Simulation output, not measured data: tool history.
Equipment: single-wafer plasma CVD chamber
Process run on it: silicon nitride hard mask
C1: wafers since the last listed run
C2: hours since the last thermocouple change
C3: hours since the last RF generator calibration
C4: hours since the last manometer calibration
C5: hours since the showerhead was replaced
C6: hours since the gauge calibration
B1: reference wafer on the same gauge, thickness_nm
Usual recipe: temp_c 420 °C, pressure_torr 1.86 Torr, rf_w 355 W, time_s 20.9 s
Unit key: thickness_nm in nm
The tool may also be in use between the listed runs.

Run 1, hour 0.0: usual settings; C1 0; C2 1732.3; C3 754.8; C4 1099.9; C5 3795.0; C6 3196.0; B1 28.239. Result: thickness_nm 25.668 nm.
Run 2, hour 91.0: usual settings; C1 2779; C2 1823.3; C3 845.8; C4 1190.9; C5 3886.0; C6 3287.0; B1 28.191. Result: thickness_nm 25.437 nm.
At hour 181.5: RF generator calibrated.
Run 3, hour 182.0: usual settings; C1 2534; C2 1914.3; C3 0.5; C4 1281.9; C5 3977.0; C6 3378.0; B1 28.194. Result: thickness_nm 26.549 nm.
Run 4, hour 232.6: usual settings; C1 1545; C2 1964.9; C3 51.1; C4 1332.5; C5 4027.6; C6 3428.6; B1 28.233. Result: thickness_nm 26.495 nm.
At hour 239.9: gauge calibrated.
Run 5, hour 291.7: usual settings; C1 1804; C2 2024.0; C3 110.2; C4 1391.6; C5 4086.7; C6 51.8; B1 28.162. Result: thickness_nm 26.582 nm.
At hour 307.4: thermocouple changed; heater temperature recalibrated.
At hour 381.2: showerhead replaced.
Run 6, hour 381.7: usual settings; C1 2259; C2 74.3; C3 200.2; C4 1481.6; C5 0.5; C6 141.8; B1 28.172. Result: thickness_nm 26.466 nm.
Run 7, hour 438.2: usual settings; C1 1725; C2 130.8; C3 256.7; C4 1538.1; C5 57.0; C6 198.3; B1 28.200. Result: thickness_nm 26.439 nm.
Run 8, hour 491.4: usual settings but temp_c 408 °C, rf_w 420 W; C1 1624; C2 184.0; C3 309.9; C4 1591.3; C5 110.2; C6 251.5; B1 28.222. Result: thickness_nm 28.858 nm.
Run 9, hour 544.3: usual settings but temp_c 414 °C, pressure_torr 2.12 Torr, rf_w 290 W; C1 1615; C2 236.9; C3 362.8; C4 1644.2; C5 163.1; C6 304.4; B1 28.205. Result: thickness_nm 24.306 nm.
Run 10, hour 601.2: usual settings but temp_c 434 °C, pressure_torr 2.28 Torr, rf_w 390 W; C1 1737; C2 293.8; C3 419.7; C4 1701.1; C5 220.0; C6 361.3; B1 28.214. Result: thickness_nm 29.023 nm.
Run 11, hour 896.2: usual settings but pressure_torr 1.66 Torr, rf_w 380 W, time_s 19.5 s; C1 9009; C2 588.8; C3 714.7; C4 1996.1; C5 515.0; C6 656.3; B1 28.203. Result: thickness_nm 24.145 nm.
Run 12, hour 968.0: usual settings but pressure_torr 2.20 Torr; C1 2192; C2 660.6; C3 786.5; C4 2067.9; C5 586.8; C6 728.1; B1 28.192. Result: thickness_nm 27.061 nm.
Run 13, hour 1054.8: usual settings; C1 2650; C2 747.4; C3 873.3; C4 2154.7; C5 673.6; C6 814.9; B1 28.213. Result: thickness_nm 25.770 nm.
Run 14, hour 1096.6: usual settings but temp_c 414 °C, pressure_torr 2.21 Torr, rf_w 385 W, time_s 24.9 s; C1 1276; C2 789.2; C3 915.1; C4 2196.5; C5 715.4; C6 856.7; B1 28.202. Result: thickness_nm 33.517 nm.
At hour 1116.0: RF generator calibrated.
Run 15, hour 1159.9: usual settings but rf_w 330 W; C1 1688; C2 852.5; C3 43.9; C4 2259.8; C5 778.7; C6 920.0; B1 28.223. Result: thickness_nm 25.353 nm.
Run 16, hour 1255.0: usual settings but temp_c 426 °C, pressure_torr 2.12 Torr, rf_w 395 W, time_s 18.1 s; C1 2904; C2 947.6; C3 139.0; C4 2354.9; C5 873.8; C6 1015.1; B1 28.215. Result: thickness_nm 25.229 nm.
Run 17, hour 1309.2: usual settings but pressure_torr 1.49 Torr, rf_w 380 W, time_s 16.9 s; C1 1655; C2 1001.8; C3 193.2; C4 2409.1; C5 928.0; C6 1069.3; B1 28.189. Result: thickness_nm 20.508 nm.
Run 18, hour 1394.6: usual settings; C1 2608; C2 1087.2; C3 278.6; C4 2494.5; C5 1013.4; C6 1154.7; B1 28.199. Result: thickness_nm 26.072 nm.
At hour 1472.6: capacitance manometer re-zeroed and calibrated.
Run 19, hour 1487.5: usual settings but temp_c 430 °C, pressure_torr 1.55 Torr, rf_w 375 W; C1 2592; C2 1180.1; C3 371.5; C4 14.9; C5 1106.3; C6 1247.6; B1 28.191. Result: thickness_nm 25.359 nm.
Run 20, hour 1549.5: usual settings but temp_c 414 °C, pressure_torr 2.12 Torr, rf_w 290 W; C1 1893; C2 1242.1; C3 433.5; C4 76.9; C5 1168.3; C6 1309.6; B1 28.189. Result: thickness_nm 24.022 nm.
Run 21, hour 1597.6: usual settings but temp_c 407 °C, pressure_torr 1.98 Torr, rf_w 375 W, time_s 18.6 s; C1 1468; C2 1290.2; C3 481.6; C4 125.0; C5 1216.4; C6 1357.7; B1 28.228. Result: thickness_nm 24.571 nm.
Run 22, hour 1634.9: usual settings but temp_c 433 °C; C1 1139; C2 1327.5; C3 518.9; C4 162.3; C5 1253.7; C6 1395.0; B1 28.198. Result: thickness_nm 25.954 nm.
Run 23, hour 1718.8: usual settings but rf_w 305 W, time_s 17.1 s; C1 2562; C2 1411.4; C3 602.8; C4 246.2; C5 1337.6; C6 1478.9; B1 28.194. Result: thickness_nm 19.311 nm.
Run 24, hour 1766.1: usual settings; C1 1444; C2 1458.7; C3 650.1; C4 293.5; C5 1384.9; C6 1526.2; B1 28.152. Result: thickness_nm 25.730 nm.
Run 25, hour 1831.4: usual settings but temp_c 434 °C, pressure_torr 2.16 Torr, rf_w 410 W, time_s 24.9 s; C1 1994; C2 1524.0; C3 715.4; C4 358.8; C5 1450.2; C6 1591.5; B1 28.187. Result: thickness_nm 34.455 nm.
Run 26, hour 1901.0: usual settings; C1 2125; C2 1593.6; C3 785.0; C4 428.4; C5 1519.8; C6 1661.1; B1 28.197. Result: thickness_nm 25.637 nm.
At hour 1930.4: RF generator calibrated.
Run 27, hour 2001.6: usual settings; C1 2827; C2 1694.2; C3 71.2; C4 529.0; C5 1620.4; C6 1761.7; B1 28.209. Result: thickness_nm 26.571 nm.
Run 28, hour 2072.4: usual settings but temp_c 416 °C, rf_w 415 W, time_s 23.6 s; C1 2162; C2 1765.0; C3 142.0; C4 599.8; C5 1691.2; C6 1832.5; B1 28.188. Result: thickness_nm 32.419 nm.

What the log doesn't show, run by run:
wafer temperature above the value expected at the setpoint (K): 0 at every run
true pressure above the setpoint (%): 0 at every run
gauge reads high (%): 0 at every run
H1: delivered RF power above the setpoint (%)
run      H1
  1   -6.87
  2   -7.54
  3  -0.093
  4  -0.465
  5  -0.898
  6   -1.56
  7   -1.97
  8   -2.36
  9   -2.75
 10   -3.17
 11   -5.34
 12   -5.86
 13    -6.5
 14   -6.81
 15  -0.915
 16   -1.61
 17   -2.01
 18   -2.64
 19   -3.32
 20   -3.78
 21   -4.13
 22    -4.4
 23   -5.02
 24   -5.37
 25   -5.84
 26   -6.36
 27  -0.597
 28   -1.12
